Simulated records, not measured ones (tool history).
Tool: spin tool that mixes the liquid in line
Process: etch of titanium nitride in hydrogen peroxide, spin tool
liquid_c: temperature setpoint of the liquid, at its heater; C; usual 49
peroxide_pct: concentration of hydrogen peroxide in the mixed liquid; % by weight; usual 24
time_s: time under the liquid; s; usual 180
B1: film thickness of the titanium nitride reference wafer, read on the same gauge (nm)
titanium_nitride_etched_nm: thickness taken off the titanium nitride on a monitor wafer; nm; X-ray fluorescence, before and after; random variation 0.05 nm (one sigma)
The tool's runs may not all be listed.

Run 1, hour 0: usual settings; B1 29.99. Result: titanium_nitride_etched_nm 6.27 nm.
At hour 4.7: thermometer replaced.
Run 2, hour 52.1: usual settings; B1 30.01. Result: titanium_nitride_etched_nm 6.13 nm.
Run 3, hour 102.4: usual settings but liquid_c 57 C, time_s 235 s; B1 30.03. Result: titanium_nitride_etched_nm 14.34 nm.
At hour 136.1: gauge calibrated.
Run 4, hour 147.4: usual settings but time_s 265 s; B1 30.01. Result: titanium_nitride_etched_nm 8.99 nm.
Run 5, hour 241.7: usual settings but liquid_c 56.5 C; B1 30.01. Result: titanium_nitride_etched_nm 10.36 nm.
Run 6, hour 293.2: usual settings but liquid_c 56.5 C; B1 30.02. Result: titanium_nitride_etched_nm 10.35 nm.
Run 7, hour 336.4: usual settings but liquid_c 45 C, peroxide_pct 18 % by weight, time_s 250 s; B1 29.99. Result: titanium_nitride_etched_nm 5.85 nm.
Run 8, hour 373.1: usual settings but liquid_c 54 C, peroxide_pct 30 % by weight; B1 30.02. Result: titanium_nitride_etched_nm 9.06 nm.
Run 9, hour 437.5: usual settings but peroxide_pct 26.5 % by weight, time_s 80 s; B1 30.01. Result: titanium_nitride_etched_nm 2.73 nm.
At hour 464.4: new drum of peroxide connected.
Run 10, hour 486.8: usual settings but time_s 130 s; B1 30.03. Result: titanium_nitride_etched_nm 4.31 nm.
Run 11, hour 571.3: usual settings but liquid_c 58.5 C; B1 30.03. Result: titanium_nitride_etched_nm 11.83 nm.
Run 12, hour 646.2: usual settings but peroxide_pct 17.5 % by weight, time_s 220 s; B1 29.97. Result: titanium_nitride_etched_nm 6.85 nm.
At hour 748.4: peroxide flow meter replaced.
Run 13, hour 749.2: usual settings; B1 30.04. Result: titanium_nitride_etched_nm 5.96 nm.
Run 14, hour 834.9: usual settings; B1 29.96. Result: titanium_nitride_etched_nm 5.93 nm.
At hour 953.3: new drum of peroxide connected.
At hour 1025.6: thermometer replaced.
Run 15, hour 1118.7: usual settings but peroxide_pct 27 % by weight; B1 30.02. Result: titanium_nitride_etched_nm 5.89 nm.
Run 16, hour 1175: usual settings; B1 29.98. Result: titanium_nitride_etched_nm 5.84 nm.
Run 17, hour 1218.2: usual settings but peroxide_pct 19.5 % by weight, time_s 110 s; B1 29.97. Result: titanium_nitride_etched_nm 3.37 nm.
Run 18, hour 1313.6: usual settings but liquid_c 40.5 C, peroxide_pct 19 % by weight; B1 30. Result: titanium_nitride_etched_nm 2.87 nm.
Run 19, hour 1378.1: usual settings but liquid_c 44 C; B1 30. Result: titanium_nitride_etched_nm 3.92 nm.
Run 20, hour 1421.6: usual settings but liquid_c 45 C, peroxide_pct 30 % by weight, time_s 225 s; B1 29.94. Result: titanium_nitride_etched_nm 5.53 nm.
Run 21, hour 1491.8: usual settings; B1 29.98. Result: titanium_nitride_etched_nm 5.74 nm.
Run 22, hour 1530.4: usual settings but liquid_c 42 C, peroxide_pct 20.5 % by weight, time_s 265 s; B1 30.01. Result: titanium_nitride_etched_nm 4.84 nm.
At hour 1531.9: new drum of peroxide connected.
Run 23, hour 1568.9: usual settings but time_s 250 s; B1 29.98. Result: titanium_nitride_etched_nm 7.95 nm.
At hour 1604.8: gauge calibrated.
Run 24, hour 1655.4: usual settings but liquid_c 52 C; B1 30.04. Result: titanium_nitride_etched_nm 7.04 nm.
Run 25, hour 1692.1: usual settings; B1 30.02. Result: titanium_nitride_etched_nm 5.7 nm.

Forecast each of these 4 alternatives for the next run:
Run A, hour 1692.6: usual settings; B1 ?. Result: titanium_nitride_etched_nm ?.
Run B, hour 1692.6: usual settings but liquid_c 53.5 C, peroxide_pct 30 % by weight, time_s 130 s; B1 ?. Result: titanium_nitride_etched_nm ?.
Run C, hour 1692.6: usual settings but time_s 285 s; B1 ?. Result: titanium_nitride_etched_nm ?.
Run D, hour 1692.6: usual settings but liquid_c 41 C; B1 ?. Result: titanium_nitride_etched_nm ?.

run     B1  titanium_nitride_etched_nm
  A  30.03                        5.74
  B  30.03                        6.02
  C  30.03                        9.08
  D  30.03                        3.15
Without the tool's hidden state the same runs would have given:
run  titanium_nitride_etched_nm
  A                        6.27
  B                        6.57
  C                        9.93
  D                        3.45
